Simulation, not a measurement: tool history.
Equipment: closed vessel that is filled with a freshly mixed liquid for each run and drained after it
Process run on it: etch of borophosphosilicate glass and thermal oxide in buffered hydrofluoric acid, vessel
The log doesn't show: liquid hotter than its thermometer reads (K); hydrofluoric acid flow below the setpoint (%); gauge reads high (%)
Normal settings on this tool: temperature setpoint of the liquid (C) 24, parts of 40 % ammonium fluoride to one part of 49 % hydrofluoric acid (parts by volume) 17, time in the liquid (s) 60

run     day  temperature setpoint of the liquid (C)  parts of 40 % ammonium fluoride to one part of 49 % hydrofluoric acid (parts by volume)  time in the liquid (s)  wafers since the last listed run  hours since the thermometer was replaced  hours since the hydrofluoric acid flow meter was replaced  hours since the gauge calibration  read-back film thickness of the borophosphosilicate glass reference wafer, read on the same gauge (nm)  read-back film thickness of the thermal oxide reference wafer, read on the same gauge (nm)  thickness taken off the borophosphosilicate glass on a monitor wafer (nm)  thickness taken off the thermal oxide on a monitor wafer (nm)
  1       0                                      24                                                                                       17                      60                                 0                                     913.6                                                     2367.3                              289.3                                                                                                  109.99                                                                                      139.98                                                                      81.07                                                          44.42
  2     0.6                                      24                                                                                       17                      60                              1994                                       928                                                     2381.7                              303.7                                                                                                  109.97                                                                                      140.02                                                                       81.2                                                          44.61
  3     0.9                                      24                                                                                       21                      60                               997                                     935.2                                                     2388.9                              310.9                                                                                                     110                                                                                         140                                                                      67.39                                                          36.38
  4   1.325                                      24                                                                                       21                      60                              1412                                     945.4                                                     2399.1                              321.1                                                                                                  110.03                                                                                      140.04                                                                      67.72                                                          36.57
  5     1.7                                      24                                                                                       21                      60                              1246                                     954.4                                                     2408.1                              330.1                                                                                                  109.99                                                                                      139.99                                                                      66.86                                                          36.47
        1.8  -- thermometer replaced
  6   2.396                                      24                                                                                       17                      60                              2174                                      14.3                                                     2424.8                              346.8                                                                                                  110.02                                                                                      139.98                                                                      81.44                                                          44.26
  7   2.842                                      24                                                                                       17                      60                              1481                                        25                                                     2435.5                              357.5                                                                                                     110                                                                                      139.98                                                                         82                                                          44.26
  8   3.338                                      24                                                                                       17                      60                              1648                                      36.9                                                     2447.4                              369.4                                                                                                  110.01                                                                                      139.99                                                                       80.1                                                           44.4
  9   3.779                                      22                                                                                       14                      60                              1468                                      47.5                                                       2458                                380                                                                                                  110.02                                                                                      139.99                                                                      88.57                                                          47.73
 10   4.492                                      27                                                                                     21.5                      60                              2368                                      64.6                                                     2475.1                              397.1                                                                                                  110.01                                                                                      140.03                                                                      77.37                                                          41.54
 11   4.958                                    22.5                                                                                       17                      50                              1551                                      75.8                                                     2486.3                              408.3                                                                                                  109.97                                                                                         140                                                                      62.45                                                          33.46
      5.058  -- hydrofluoric acid flow meter replaced
 12   5.525                                      24                                                                                       13                      60                              1745                                      89.4                                                       11.2                              421.9                                                                                                     110                                                                                      140.04                                                                     104.86                                                          57.36
 13   5.817                                    25.5                                                                                       23                      80                               969                                      96.4                                                       18.2                              428.9                                                                                                  109.99                                                                                         140                                                                      91.28                                                          49.68
 14   6.158                                      24                                                                                       17                      60                              1135                                     104.6                                                       26.4                              437.1                                                                                                  110.02                                                                                      139.99                                                                      81.77                                                          43.96
 15   6.496                                      24                                                                                       23                      60                              1121                                     112.7                                                       34.5                              445.2                                                                                                  110.03                                                                                      139.99                                                                      62.75                                                          33.91
 16   7.042                                      24                                                                                       17                      60                              1814                                     125.8                                                       47.6                              458.3                                                                                                  109.97                                                                                      140.02                                                                      80.63                                                          43.99
      7.258  -- gauge calibrated
 17   7.775                                    20.5                                                                                       17                      60                              2437                                     143.4                                                       65.2                               12.4                                                                                                  109.98                                                                                      140.01                                                                      67.21                                                          36.66
 18     8.2                                      24                                                                                       17                      60                              1412                                     153.6                                                       75.4                               22.6                                                                                                     110                                                                                      140.03                                                                      81.22                                                          43.79
 19   8.746                                    28.5                                                                                       17                      45                              1814                                     166.7                                                       88.5                               35.7                                                                                                  109.97                                                                                      139.94                                                                       77.1                                                          41.87
 20   9.046                                    21.5                                                                                       13                      30                               997                                     173.9                                                       95.7                               42.9                                                                                                  109.98                                                                                      140.02                                                                      46.28                                                          25.16
 21   9.433                                      24                                                                                       17                      60                              1287                                     183.2                                                        105                               52.2                                                                                                  110.01                                                                                      139.99                                                                      82.06                                                          44.04
 22   9.829                                      27                                                                                       17                      60                              1315                                     192.7                                                      114.5                               61.7                                                                                                     110                                                                                      139.99                                                                      95.83                                                          51.65
 23  10.229                                      22                                                                                       17                      60                              1329                                     202.3                                                      124.1                               71.3                                                                                                  109.98                                                                                         140                                                                      72.41                                                          38.79
 24  10.671                                      24                                                                                       17                      60                              1468                                     212.9                                                      134.7                               81.9                                                                                                  110.01                                                                                      140.04                                                                      80.38                                                          43.91
 25  11.396                                      24                                                                                       17                      90                              2409                                     230.3                                                      152.1                               99.3                                                                                                  110.03                                                                                      139.99                                                                     122.01                                                          66.06
 26  12.021                                      24                                                                                     12.5                      40                              2077                                     245.3                                                      167.1                              114.3                                                                                                  109.98                                                                                      139.99                                                                      74.16                                                          39.84

3 ways to go on from here, each from the tool as it stands after run 26. What would each give?
  A  12.05                                      24                                                                                     22.5                      60                                96                                       246                                                      167.8                                115                                                                                                       ?                                                                                           ?                                                                          ?                                                              ?
  B  12.05                                      28                                                                                       22                      85                                96                                       246                                                      167.8                                115                                                                                                       ?                                                                                           ?                                                                          ?                                                              ?
  C  12.05                                    19.5                                                                                     11.5                      75                                96                                       246                                                      167.8                                115                                                                                                       ?                                                                                           ?                                                                          ?                                                              ?

run  read-back film thickness of the borophosphosilicate glass reference wafer, read on the same gauge (nm)  read-back film thickness of the thermal oxide reference wafer, read on the same gauge (nm)  thickness taken off the borophosphosilicate glass on a monitor wafer (nm)  thickness taken off the thermal oxide on a monitor wafer (nm)
  A                                                                                                  109.97                                                                                      139.98                                                                      64.23                                                           34.4
  B                                                                                                  109.97                                                                                      139.98                                                                     114.54                                                          61.46
  C                                                                                                  109.97                                                                                      139.98                                                                     117.54                                                           62.6
What these runs would have given with no unlogged condition in the tool:
run  thickness taken off the borophosphosilicate glass on a monitor wafer (nm)  thickness taken off the thermal oxide on a monitor wafer (nm)
  A                                                                      64.23                                                           34.4
  B                                                                     114.54                                                          61.46
  C                                                                     117.54                                                           62.6

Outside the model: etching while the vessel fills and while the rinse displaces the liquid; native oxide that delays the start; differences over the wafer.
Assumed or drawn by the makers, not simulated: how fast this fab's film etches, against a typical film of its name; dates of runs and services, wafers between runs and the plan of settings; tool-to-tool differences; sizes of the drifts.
